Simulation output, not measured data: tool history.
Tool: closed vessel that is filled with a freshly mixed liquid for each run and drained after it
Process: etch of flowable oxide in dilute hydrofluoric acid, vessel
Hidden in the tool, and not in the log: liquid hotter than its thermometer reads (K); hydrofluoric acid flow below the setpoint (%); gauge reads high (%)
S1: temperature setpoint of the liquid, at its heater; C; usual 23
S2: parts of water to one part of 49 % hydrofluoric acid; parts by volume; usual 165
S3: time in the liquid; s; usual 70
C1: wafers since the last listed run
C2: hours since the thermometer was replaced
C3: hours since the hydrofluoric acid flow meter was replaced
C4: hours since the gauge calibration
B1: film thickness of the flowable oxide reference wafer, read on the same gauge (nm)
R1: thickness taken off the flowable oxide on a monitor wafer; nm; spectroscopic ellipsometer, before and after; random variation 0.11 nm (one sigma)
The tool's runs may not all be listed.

Run 1, hour 0: usual settings; C1 0; C2 2314.8; C3 42.4; C4 632.8; B1 89.99. Result: R1 14.21 nm.
Run 2, hour 20.2: usual settings; C1 2109; C2 2335; C3 62.6; C4 653; B1 90. Result: R1 14.04 nm.
Run 3, hour 52.7: usual settings; C1 3394; C2 2367.5; C3 95.1; C4 685.5; B1 90.02. Result: R1 13.99 nm.
Run 4, hour 77.5: usual settings; C1 2590; C2 2392.3; C3 119.9; C4 710.3; B1 89.99. Result: R1 13.93 nm.
Run 5, hour 110.5: usual settings; C1 3446; C2 2425.3; C3 152.9; C4 743.3; B1 90.01. Result: R1 13.87 nm.
Run 6, hour 140.8: usual settings; C1 3164; C2 2455.6; C3 183.2; C4 773.6; B1 90.01. Result: R1 13.71 nm.
Run 7, hour 154.7: usual settings but S2 150 parts by volume; C1 1451; C2 2469.5; C3 197.1; C4 787.5; B1 90.01. Result: R1 15.52 nm.
Run 8, hour 167.6: usual settings but S2 100 parts by volume, S3 50 s; C1 1347; C2 2482.4; C3 210; C4 800.4; B1 90.03. Result: R1 17.57 nm.
Run 9, hour 185.7: usual settings but S2 100 parts by volume, S3 50 s; C1 1890; C2 2500.5; C3 228.1; C4 818.5; B1 90.03. Result: R1 17.51 nm.
Run 10, hour 206.1: usual settings but S2 100 parts by volume, S3 50 s; C1 2130; C2 2520.9; C3 248.5; C4 838.9; B1 89.99. Result: R1 17.08 nm.
Run 11, hour 225.3: usual settings but S3 90 s; C1 2005; C2 2540.1; C3 267.7; C4 858.1; B1 90.01. Result: R1 17.36 nm.
Run 12, hour 246.9: usual settings but S3 90 s; C1 2255; C2 2561.7; C3 289.3; C4 879.7; B1 90. Result: R1 17.33 nm.
Run 13, hour 265.3: usual settings but S1 24.5 C, S3 50 s; C1 1921; C2 2580.1; C3 307.7; C4 898.1; B1 90.01. Result: R1 10.3 nm.
At hour 266.3: thermometer replaced.
Run 14, hour 297.7: usual settings but S1 24.5 C, S3 50 s; C1 3279; C2 31.4; C3 340.1; C4 930.5; B1 90.04. Result: R1 10.09 nm.
Run 15, hour 314.4: usual settings but S3 100 s; C1 1744; C2 48.1; C3 356.8; C4 947.2; B1 90. Result: R1 19.34 nm.
Run 16, hour 340.3: usual settings but S1 21 C, S2 235 parts by volume, S3 40 s; C1 2704; C2 74; C3 382.7; C4 973.1; B1 90.01. Result: R1 4.61 nm.
Run 17, hour 362.2: usual settings but S1 24.5 C; C1 2287; C2 95.9; C3 404.6; C4 995; B1 89.98. Result: R1 14.14 nm.
Run 18, hour 396.7: usual settings but S2 150 parts by volume; C1 3603; C2 130.4; C3 439.1; C4 1029.5; B1 90. Result: R1 14.78 nm.
At hour 424.3: gauge calibrated.
Run 19, hour 430.7: usual settings but S2 220 parts by volume, S3 85 s; C1 3550; C2 164.4; C3 473.1; C4 6.4; B1 90. Result: R1 11.17 nm.
Run 20, hour 446.1: usual settings but S1 25.5 C; C1 1608; C2 179.8; C3 488.5; C4 21.8; B1 90. Result: R1 14.41 nm.
At hour 461.6: hydrofluoric acid flow meter replaced.
Run 21, hour 475.4: usual settings but S1 20 C, S2 145 parts by volume, S3 110 s; C1 2955; C2 209.1; C3 13.8; C4 51.1; B1 89.99. Result: R1 19.47 nm.
Run 22, hour 499.2: usual settings; C1 2485; C2 232.9; C3 37.6; C4 74.9; B1 89.99. Result: R1 11.99 nm.
Run 23, hour 512.4: usual settings but S1 20.5 C, S3 100 s; C1 1378; C2 246.1; C3 50.8; C4 88.1; B1 90. Result: R1 15.37 nm.
Run 24, hour 541.9: usual settings but S1 24.5 C; C1 3080; C2 275.6; C3 80.3; C4 117.6; B1 90.02. Result: R1 12.29 nm.
Run 25, hour 556: usual settings but S1 18.5 C, S3 110 s; C1 1472; C2 289.7; C3 94.4; C4 131.7; B1 90.01. Result: R1 15.5 nm.
Run 26, hour 569.7: usual settings but S2 85 parts by volume; C1 1430; C2 303.4; C3 108.1; C4 145.4; B1 89.98. Result: R1 25.59 nm.
At hour 593.4: hydrofluoric acid flow meter replaced, repeated, since the last time left the tool worse.
Run 27, hour 595.2: usual settings but S2 105 parts by volume; C1 2558; C2 328.9; C3 1.8; C4 170.9; B1 89.99. Result: R1 24.2 nm.
Run 28, hour 612.9: usual settings but S2 90 parts by volume; C1 1848; C2 346.6; C3 19.5; C4 188.6; B1 90.01. Result: R1 28.62 nm.
Run 29, hour 634.1: usual settings but S2 100 parts by volume, S3 100 s; C1 2214; C2 367.8; C3 40.7; C4 209.8; B1 89.99. Result: R1 35.66 nm.

Run 30 comes next. What will it give?
Run 30, hour 651: usual settings but S1 26 C, S2 185 parts by volume, S3 50 s; C1 1764; C2 384.7; C3 57.6; C4 226.7; B1 ?. Result: R1 ?.

{"run 30": {"B1": 90, "R1": 9.82}}
Without the tool's hidden state the same run would have given R1 9.96 nm.

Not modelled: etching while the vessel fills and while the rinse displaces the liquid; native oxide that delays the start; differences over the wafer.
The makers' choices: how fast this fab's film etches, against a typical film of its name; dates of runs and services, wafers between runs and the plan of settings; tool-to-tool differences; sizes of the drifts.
